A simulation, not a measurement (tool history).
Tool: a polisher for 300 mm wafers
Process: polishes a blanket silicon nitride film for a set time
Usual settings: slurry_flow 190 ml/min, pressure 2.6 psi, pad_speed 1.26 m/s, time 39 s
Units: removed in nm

| run | hour | slurry_flow | pressure | pad_speed | time | incoming thickness of the incoming film, nm | removed |
|---|---|---|---|---|---|---|---|
| 1 | 0.0 | 190 | 2.6 | 1.26 | 39 | 369.9 | 70.4 |
| 2 | 12.6 | 190 | 2.6 | 1.26 | 39 | 370.0 | 70.3 |
| 3 | 45.9 | 190 | 2.6 | 1.26 | 39 | 367.4 | 69.3 |
| 4 | 129.4 | 190 | 3.0 | 1.42 | 39 | 368.6 | 83.2 |
|  | 131.9 | head pressure recalibrated |
| 5 | 169.8 | 190 | 3.0 | 1.42 | 39 | 369.3 | 83.8 |
|  | 175.3 | slurry nozzle cleaned |
|  | 206.8 | worn pad replaced by a new one |
| 6 | 253.4 | 190 | 2.6 | 1.26 | 39 | 374.3 | 65.6 |
| 7 | 266.0 | 190 | 2.6 | 1.26 | 39 | 368.6 | 65.3 |
| 8 | 288.5 | 190 | 2.6 | 1.26 | 39 | 373.3 | 64.4 |
| 9 | 323.0 | 190 | 2.6 | 1.26 | 39 | 364.7 | 64.6 |
| 10 | 354.6 | 190 | 2.6 | 1.40 | 39 | 367.1 | 71.1 |
| 11 | 385.9 | 190 | 2.6 | 1.40 | 39 | 365.4 | 70.5 |
| 12 | 444.3 | 190 | 2.6 | 1.40 | 39 | 374.5 | 68.8 |
|  | 447.7 | head pressure recalibrated |
|  | 455.5 | worn pad replaced by a new one |
| 13 | 463.6 | 145 | 2.6 | 1.60 | 39 | 373.0 | 70.1 |
|  | 502.0 | slurry nozzle cleaned, repeated, since the last time left the tool worse |
| 14 | 548.3 | 190 | 2.9 | 1.62 | 45 | 372.4 | 109.8 |
| 15 | 578.1 | 190 | 2.6 | 1.26 | 39 | 375.4 | 70.5 |
| 16 | 606.3 | 190 | 2.9 | 1.64 | 49 | 373.9 | 118.8 |
| 17 | 629.3 | 255 | 3.0 | 1.26 | 27 | 370.7 | 55.2 |
| 18 | 660.8 | 190 | 2.6 | 1.26 | 39 | 372.4 | 72.7 |
| 19 | 688.7 | 190 | 3.4 | 0.92 | 34 | 371.1 | 56.2 |
| 20 | 743.5 | 190 | 1.9 | 1.26 | 39 | 374.3 | 59.4 |
|  | 757.0 | worn pad replaced by a new one |
|  | 769.1 | head pressure recalibrated |
| 21 | 772.4 | 210 | 2.6 | 1.62 | 32 | 370.0 | 72.0 |

Run 22 comes next. What will it give?
| 22 | 789.0 | 190 | 2.6 | 1.26 | 50 | 377.3 | ? |

{"run 22": {"removed": 91.3}}
Without the tool's hidden state the same run would have given removed 93.6 nm.
